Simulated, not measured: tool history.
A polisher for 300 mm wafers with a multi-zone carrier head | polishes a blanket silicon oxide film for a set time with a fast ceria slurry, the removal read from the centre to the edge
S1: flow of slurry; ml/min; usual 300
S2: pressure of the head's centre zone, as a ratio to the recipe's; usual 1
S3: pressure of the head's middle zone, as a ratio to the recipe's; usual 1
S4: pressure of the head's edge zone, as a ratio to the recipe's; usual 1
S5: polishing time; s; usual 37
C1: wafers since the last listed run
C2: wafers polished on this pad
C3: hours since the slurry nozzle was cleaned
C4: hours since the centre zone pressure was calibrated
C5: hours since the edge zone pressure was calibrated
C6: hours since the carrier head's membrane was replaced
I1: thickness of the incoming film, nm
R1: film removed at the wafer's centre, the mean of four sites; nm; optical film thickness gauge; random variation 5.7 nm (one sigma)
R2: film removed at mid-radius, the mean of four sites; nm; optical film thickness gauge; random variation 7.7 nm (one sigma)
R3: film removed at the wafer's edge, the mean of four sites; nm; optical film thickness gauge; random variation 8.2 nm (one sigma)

Run 1, day 0: usual settings; C1 0; C2 4879; C3 524; C4 27.2; C5 865.3; C6 1.1; I1 1662.7. Result: R1 593.2 nm, R2 613.2 nm, R3 612.8 nm.
Run 2, day 2.708: usual settings; C1 839; C2 5719; C3 589; C4 92.2; C5 930.3; C6 66.1; I1 1659.1. Result: R1 583.8 nm, R2 596 nm, R3 600.2 nm.
At day 4.725: edge zone pressure recalibrated.
Run 3, day 5.388: usual settings; C1 804; C2 6524; C3 653.3; C4 156.5; C5 15.9; C6 130.4; I1 1658.2. Result: R1 586.3 nm, R2 595.7 nm, R3 619.9 nm.
At day 5.888: worn pad replaced by a new one.
Run 4, day 8.3: usual settings but S4 0.95, S5 45 s; C1 851; C2 747; C3 723.2; C4 226.4; C5 85.8; C6 200.3; I1 1676.3. Result: R1 744.4 nm, R2 762.2 nm, R3 725.8 nm.
Run 5, day 10.829: usual settings but S1 245 ml/min, S4 0.93, S5 31 s; C1 784; C2 1532; C3 783.9; C4 287.1; C5 146.5; C6 261; I1 1671.1. Result: R1 495.5 nm, R2 504.7 nm, R3 484.3 nm.
Run 6, day 12.05: usual settings but S4 0.89, S5 34 s; C1 378; C2 1910; C3 813.2; C4 316.4; C5 175.8; C6 290.3; I1 1689.7. Result: R1 550.4 nm, R2 565.5 nm, R3 538.9 nm.
Run 7, day 14.354: usual settings; C1 714; C2 2625; C3 868.5; C4 371.7; C5 231.1; C6 345.6; I1 1688.7. Result: R1 596.3 nm, R2 600 nm, R3 617.6 nm.
At day 16.2: slurry nozzle cleaned.
Run 8, day 16.517: usual settings; C1 657; C2 3282; C3 7.6; C4 423.6; C5 283; C6 397.5; I1 1670.1. Result: R1 587.6 nm, R2 604.3 nm, R3 610.7 nm.
At day 19.1: carrier head's membrane replaced by a new one.
Run 9, day 19.462: usual settings but S1 390 ml/min, S4 0.9; C1 848; C2 4131; C3 78.3; C4 494.3; C5 353.7; C6 8.7; I1 1682.8. Result: R1 610.8 nm, R2 610.6 nm, R3 584.1 nm.
Run 10, day 20.7: usual settings; C1 383; C2 4515; C3 108; C4 524; C5 383.4; C6 38.4; I1 1701.2. Result: R1 595.3 nm, R2 603.6 nm, R3 589.4 nm.
At day 22.729: centre zone pressure recalibrated.
Run 11, day 23.362: usual settings but S1 240 ml/min, S2 0.9; C1 799; C2 5314; C3 171.9; C4 15.2; C5 447.3; C6 102.3; I1 1698. Result: R1 521.6 nm, R2 593.4 nm, R3 579.8 nm.
At day 23.838: worn pad replaced by a new one.
Run 12, day 24.633: usual settings but S1 365 ml/min, S4 1.09; C1 342; C2 246; C3 202.4; C4 45.7; C5 477.8; C6 132.8; I1 1658.2. Result: R1 633.7 nm, R2 644.2 nm, R3 664 nm.
Run 13, day 26.771: usual settings but S2 0.91, S3 1.09, S4 0.95; C1 662; C2 909; C3 253.7; C4 97; C5 529.1; C6 184.1; I1 1633. Result: R1 574.5 nm, R2 660.2 nm, R3 599.4 nm.
Run 14, day 29.662: usual settings; C1 896; C2 1805; C3 323.1; C4 166.4; C5 598.5; C6 253.5; I1 1683.5. Result: R1 611.3 nm, R2 619.7 nm, R3 615.8 nm.
Run 15, day 30.742: usual settings but S1 375 ml/min, S4 0.94; C1 334; C2 2140; C3 349; C4 192.3; C5 624.4; C6 279.4; I1 1656.8. Result: R1 615.8 nm, R2 624.7 nm, R3 601.4 nm.
Run 16, day 33.083: usual settings; C1 726; C2 2866; C3 405.2; C4 248.5; C5 680.6; C6 335.6; I1 1673.2. Result: R1 593.5 nm, R2 625.9 nm, R3 604.1 nm.
Run 17, day 35.404: usual settings but S3 1.07; C1 719; C2 3586; C3 460.9; C4 304.2; C5 736.3; C6 391.3; I1 1671.8. Result: R1 593.2 nm, R2 633.9 nm, R3 601.9 nm.
Run 18, day 38.192: usual settings but S2 1.06, S5 27 s; C1 864; C2 4450; C3 527.8; C4 371.1; C5 803.2; C6 458.2; I1 1640.7. Result: R1 453 nm, R2 441.7 nm, R3 442.9 nm.
Run 19, day 39.912: usual settings but S1 355 ml/min, S2 1.06, S3 1.11, S4 0.9; C1 533; C2 4984; C3 569.1; C4 412.4; C5 844.5; C6 499.5; I1 1650.5. Result: R1 624.3 nm, R2 647.8 nm, R3 577.8 nm.
Run 20, day 41.517: usual settings but S2 0.92, S3 1.08, S4 1.05; C1 497; C2 5481; C3 607.6; C4 450.9; C5 883; C6 538; I1 1665.7. Result: R1 559.1 nm, R2 622.4 nm, R3 610.2 nm.
Run 21, day 42.75: usual settings but S2 1.04, S3 1.11, S4 0.95, S5 25 s; C1 382; C2 5863; C3 637.2; C4 480.5; C5 912.6; C6 567.6; I1 1665.9. Result: R1 406 nm, R2 429.1 nm, R3 399.3 nm.

Forecast each of these 5 alternatives for the next run:
Run A, day 42.767: usual settings but S1 205 ml/min; C1 5; C2 5869; C3 637.6; C4 480.9; C5 913; C6 568; I1 1668.5. Result: R1 ?, R2 ?, R3 ?.
Run B, day 42.767: usual settings but S1 395 ml/min, S4 0.92, S5 25 s; C1 5; C2 5869; C3 637.6; C4 480.9; C5 913; C6 568; I1 1668.5. Result: R1 ?, R2 ?, R3 ?.
Run C, day 42.767: usual settings but S1 395 ml/min, S3 0.96; C1 5; C2 5869; C3 637.6; C4 480.9; C5 913; C6 568; I1 1668.5. Result: R1 ?, R2 ?, R3 ?.
Run D, day 42.767: usual settings but S2 0.88; C1 5; C2 5869; C3 637.6; C4 480.9; C5 913; C6 568; I1 1668.5. Result: R1 ?, R2 ?, R3 ?.
Run E, day 42.767: usual settings but S1 355 ml/min, S3 0.96, S4 0.89, S5 45 s; C1 5; C2 5869; C3 637.6; C4 480.9; C5 913; C6 568; I1 1668.5. Result: R1 ?, R2 ?, R3 ?.

run     R1     R2     R3
  A  557.1  570.6  584.2
  B  409.9  416.3  402.1
  C  606.5  601.5  619.3
  D  541.4    601  607.3
  E  730.5  725.3  708.3
Without the tool's hidden state the same runs would have given:
run     R1     R2     R3
  A  589.2  603.5  617.9
  B  433.5  440.3  425.3
  C  641.5  636.1    655
  D  572.6  635.7  642.3
  E  772.6    767  749.1

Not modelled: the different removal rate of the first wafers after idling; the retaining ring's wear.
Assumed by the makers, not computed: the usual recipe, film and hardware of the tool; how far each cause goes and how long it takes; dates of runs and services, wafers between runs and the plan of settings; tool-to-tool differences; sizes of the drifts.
